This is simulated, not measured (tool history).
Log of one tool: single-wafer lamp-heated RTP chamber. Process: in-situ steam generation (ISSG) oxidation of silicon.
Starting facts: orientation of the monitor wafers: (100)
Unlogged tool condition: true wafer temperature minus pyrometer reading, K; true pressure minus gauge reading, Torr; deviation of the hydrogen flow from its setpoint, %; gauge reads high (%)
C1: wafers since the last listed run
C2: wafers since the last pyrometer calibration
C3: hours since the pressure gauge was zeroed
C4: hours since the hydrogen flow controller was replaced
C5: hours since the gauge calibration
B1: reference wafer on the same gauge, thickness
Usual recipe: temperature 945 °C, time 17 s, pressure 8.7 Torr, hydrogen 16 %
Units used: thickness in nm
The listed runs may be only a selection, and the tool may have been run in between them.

{"run": 1, "hour": 0.0, "temperature": 945, "time": 14, "pressure": 8.7, "hydrogen": 16, "C1": 0, "C2": 1103, "C3": 3343.7, "C4": 3794.6, "C5": 81.0, "B1": 4.831, "thickness": 3.993}
{"run": 2, "hour": 31.0, "temperature": 945, "time": 14, "pressure": 8.7, "hydrogen": 16, "C1": 416, "C2": 1519, "C3": 3374.7, "C4": 3825.6, "C5": 112.0, "B1": 4.829, "thickness": 4.009}
{"run": 3, "hour": 47.5, "temperature": 945, "time": 17, "pressure": 8.7, "hydrogen": 11, "C1": 221, "C2": 1741, "C3": 3391.2, "C4": 3842.1, "C5": 128.5, "B1": 4.829, "thickness": 4.005}
{"hour": 68.7, "done": "pressure gauge zeroed"}
{"run": 4, "hour": 69.2, "temperature": 945, "time": 12, "pressure": 8.7, "hydrogen": 20, "C1": 184, "C2": 1925, "C3": 0.5, "C4": 3863.8, "C5": 150.2, "B1": 4.831, "thickness": 4.009}
{"run": 5, "hour": 77.2, "temperature": 945, "time": 12, "pressure": 8.7, "hydrogen": 20, "C1": 107, "C2": 2033, "C3": 8.5, "C4": 3871.8, "C5": 158.2, "B1": 4.829, "thickness": 4.03}
{"hour": 90.1, "done": "gauge calibrated"}
{"hour": 97.1, "done": "pyrometer window cleaned and pyrometer calibrated"}
{"run": 6, "hour": 97.6, "temperature": 939, "time": 17, "pressure": 8.7, "hydrogen": 16, "C1": 166, "C2": 6, "C3": 28.9, "C4": 3892.2, "C5": 7.5, "B1": 4.826, "thickness": 4.24}
{"run": 7, "hour": 102.6, "temperature": 939, "time": 17, "pressure": 8.7, "hydrogen": 16, "C1": 67, "C2": 73, "C3": 33.9, "C4": 3897.2, "C5": 12.5, "B1": 4.832, "thickness": 4.239}
{"run": 8, "hour": 117.5, "temperature": 926, "time": 17, "pressure": 8.7, "hydrogen": 11, "C1": 200, "C2": 273, "C3": 48.8, "C4": 3912.1, "C5": 27.4, "B1": 4.83, "thickness": 3.797}
{"hour": 126.2, "done": "hydrogen flow controller replaced"}
{"run": 9, "hour": 132.2, "temperature": 945, "time": 17, "pressure": 8.7, "hydrogen": 16, "C1": 90, "C2": 364, "C3": 63.5, "C4": 6.0, "C5": 42.1, "B1": 4.831, "thickness": 4.315}
{"run": 10, "hour": 149.9, "temperature": 945, "time": 17, "pressure": 8.7, "hydrogen": 16, "C1": 237, "C2": 601, "C3": 81.2, "C4": 23.7, "C5": 59.8, "B1": 4.833, "thickness": 4.326}
{"run": 11, "hour": 167.4, "temperature": 945, "time": 17, "pressure": 7.5, "hydrogen": 19, "C1": 235, "C2": 837, "C3": 98.7, "C4": 41.2, "C5": 77.3, "B1": 4.829, "thickness": 4.512}
{"run": 12, "hour": 174.4, "temperature": 945, "time": 17, "pressure": 8.7, "hydrogen": 16, "C1": 94, "C2": 931, "C3": 105.7, "C4": 48.2, "C5": 84.3, "B1": 4.832, "thickness": 4.329}
{"run": 13, "hour": 187.0, "temperature": 960, "time": 17, "pressure": 8.7, "hydrogen": 25, "C1": 169, "C2": 1100, "C3": 118.3, "C4": 60.8, "C5": 96.9, "B1": 4.832, "thickness": 5.02}
{"run": 14, "hour": 217.7, "temperature": 945, "time": 17, "pressure": 8.7, "hydrogen": 21, "C1": 412, "C2": 1513, "C3": 149.0, "C4": 91.5, "C5": 127.6, "B1": 4.83, "thickness": 4.631}

What if the next run were any one of these 5? Each begins from the tool's condition after run 14:
{"run": "A", "hour": 218.1, "temperature": 945, "time": 17, "pressure": 8.7, "hydrogen": 16, "C1": 5, "C2": 1518, "C3": 149.4, "C4": 91.9, "C5": 128.0, "B1": "?", "thickness": "?"}
{"run": "B", "hour": 218.1, "temperature": 945, "time": 13, "pressure": 8.7, "hydrogen": 16, "C1": 5, "C2": 1518, "C3": 149.4, "C4": 91.9, "C5": 128.0, "B1": "?", "thickness": "?"}
{"run": "C", "hour": 218.1, "temperature": 929, "time": 11, "pressure": 9.6, "hydrogen": 16, "C1": 5, "C2": 1518, "C3": 149.4, "C4": 91.9, "C5": 128.0, "B1": "?", "thickness": "?"}
{"run": "D", "hour": 218.1, "temperature": 927, "time": 14, "pressure": 8.7, "hydrogen": 16, "C1": 5, "C2": 1518, "C3": 149.4, "C4": 91.9, "C5": 128.0, "B1": "?", "thickness": "?"}
{"run": "E", "hour": 218.1, "temperature": 945, "time": 21, "pressure": 8.7, "hydrogen": 21, "C1": 5, "C2": 1518, "C3": 149.4, "C4": 91.9, "C5": 128.0, "B1": "?", "thickness": "?"}

run=A B1=4.829 thickness=4.346
run=B B1=4.829 thickness=3.912
run=C B1=4.829 thickness=3.509
run=D B1=4.829 thickness=3.852
run=E B1=4.829 thickness=5.029
Stripped of hidden state, with their random variation kept, the same runs would have yielded:
run=A thickness=4.283
run=B thickness=3.860
run=C thickness=3.470
run=D thickness=3.805
run=E thickness=4.949

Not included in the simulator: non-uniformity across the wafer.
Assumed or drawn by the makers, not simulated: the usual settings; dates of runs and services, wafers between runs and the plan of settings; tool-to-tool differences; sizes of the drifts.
